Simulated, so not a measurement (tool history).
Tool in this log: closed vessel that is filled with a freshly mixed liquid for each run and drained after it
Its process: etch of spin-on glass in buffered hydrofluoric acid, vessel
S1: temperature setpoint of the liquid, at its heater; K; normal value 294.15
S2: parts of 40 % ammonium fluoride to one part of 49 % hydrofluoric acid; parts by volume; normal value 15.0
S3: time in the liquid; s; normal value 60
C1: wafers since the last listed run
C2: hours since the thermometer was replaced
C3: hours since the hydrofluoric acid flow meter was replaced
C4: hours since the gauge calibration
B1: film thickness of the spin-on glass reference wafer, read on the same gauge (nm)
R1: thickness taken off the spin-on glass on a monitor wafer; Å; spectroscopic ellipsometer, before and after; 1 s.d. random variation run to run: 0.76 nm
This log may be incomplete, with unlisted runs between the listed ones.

run	hour	S1	S2	S3	C1	C2	C3	C4	B1	R1
1	0.0	294.15	15.0	60	0	755.9	307.1	681.4	130.02	920.5
2	34.8	294.15	15.0	60	2349	790.7	341.9	716.2	129.98	920.0
3	53.3	294.15	12.0	60	1249	809.2	360.4	734.7	129.99	1163.9
4	71.1	294.15	15.0	75	1201	827.0	378.2	752.5	130.00	1141.5
5	98.5	294.15	15.0	75	1850	854.4	405.6	779.9	130.04	1139.6
6	111.3	294.15	15.0	60	864	867.2	418.4	792.7	130.02	920.7
7	126.0	294.15	15.0	60	992	881.9	433.1	807.4	130.00	902.5
8	150.2	294.15	15.0	80	1634	906.1	457.3	831.6	130.01	1206.4
9	183.3	294.15	15.0	60	2234	939.2	490.4	864.7	129.99	897.8
10	202.1	294.15	15.0	60	1269	958.0	509.2	883.5	129.99	893.2
# hour 220.2: hydrofluoric acid flow meter replaced
11	232.3	294.15	11.0	60	1971	988.2	12.1	913.7	129.99	1305.6
12	251.3	294.15	15.0	60	1282	1007.2	31.1	932.7	129.97	945.9
13	285.7	297.15	15.0	60	2322	1041.6	65.5	967.1	129.98	1136.5
14	303.9	294.15	20.0	60	1228	1059.8	83.7	985.3	129.99	720.6
15	337.5	294.15	15.0	60	2268	1093.4	117.3	1018.9	129.99	951.0
16	368.6	294.15	15.0	60	2099	1124.5	148.4	1050.0	130.00	935.8
17	388.9	291.65	9.5	50	1370	1144.8	168.7	1070.3	130.01	1050.4
18	407.5	290.65	15.0	60	1255	1163.4	187.3	1088.9	129.98	768.7
19	427.7	297.65	11.0	60	1363	1183.6	207.5	1109.1	130.00	1529.8
20	457.1	294.15	11.0	60	1985	1213.0	236.9	1138.5	130.03	1253.2
# hour 461.1: thermometer replaced
21	475.2	290.65	17.5	60	1154	14.1	255.0	1156.6	129.98	663.2
22	493.6	294.15	15.0	30	1242	32.5	273.4	1175.0	130.01	464.0
23	517.1	294.15	15.0	60	1586	56.0	296.9	1198.5	129.98	914.6
# hour 552.1: gauge calibrated
24	582.2	294.15	17.0	60	4395	121.1	362.0	30.1	130.01	807.4
25	601.5	296.15	15.0	95	1303	140.4	381.3	49.4	130.00	1596.9
26	619.4	294.15	15.0	60	1208	158.3	399.2	67.3	129.98	901.2
# hour 726.6: hydrofluoric acid flow meter replaced
27	727.1	291.65	13.0	60	7204	266.0	0.5	175.0	130.02	961.4
28	747.8	298.15	15.0	85	1397	286.7	21.2	195.7	130.00	1712.2
29	780.2	291.65	15.0	70	2187	319.1	53.6	228.1	129.99	965.0
30	808.3	294.15	15.0	90	1897	347.2	81.7	256.2	130.00	1421.9
31	895.3	294.15	15.0	60	5874	434.2	168.7	343.2	130.01	937.6
32	929.4	296.65	15.0	60	2302	468.3	202.8	377.3	129.98	1075.3
33	960.0	299.15	11.0	90	2066	498.9	233.4	407.9	130.01	2510.4
34	990.2	294.15	10.0	60	2039	529.1	263.6	438.1	129.97	1381.6

Each run again, without the hidden state but with its own random variation kept:
Unlogged tool condition in this case: liquid colder than its thermometer reads (K); hydrofluoric acid flow below the setpoint (%); gauge reads high (%).
run	R1
1	972.8
2	977.2
3	1239.1
4	1218.8
5	1221.7
6	988.8
7	971.4
8	1303.1
9	974.6
10	972.3
11	1328.6
12	965.1
13	1165.2
14	734.6
15	982.2
16	970.7
17	1077.3
18	801.8
19	1599.6
20	1315.9
21	698.6
22	490.0
23	969.1
24	863.7
25	1712.9
26	969.2
27	974.5
28	1740.6
29	985.5
30	1457.7
31	973.1
32	1121.3
33	2628.2
34	1452.6
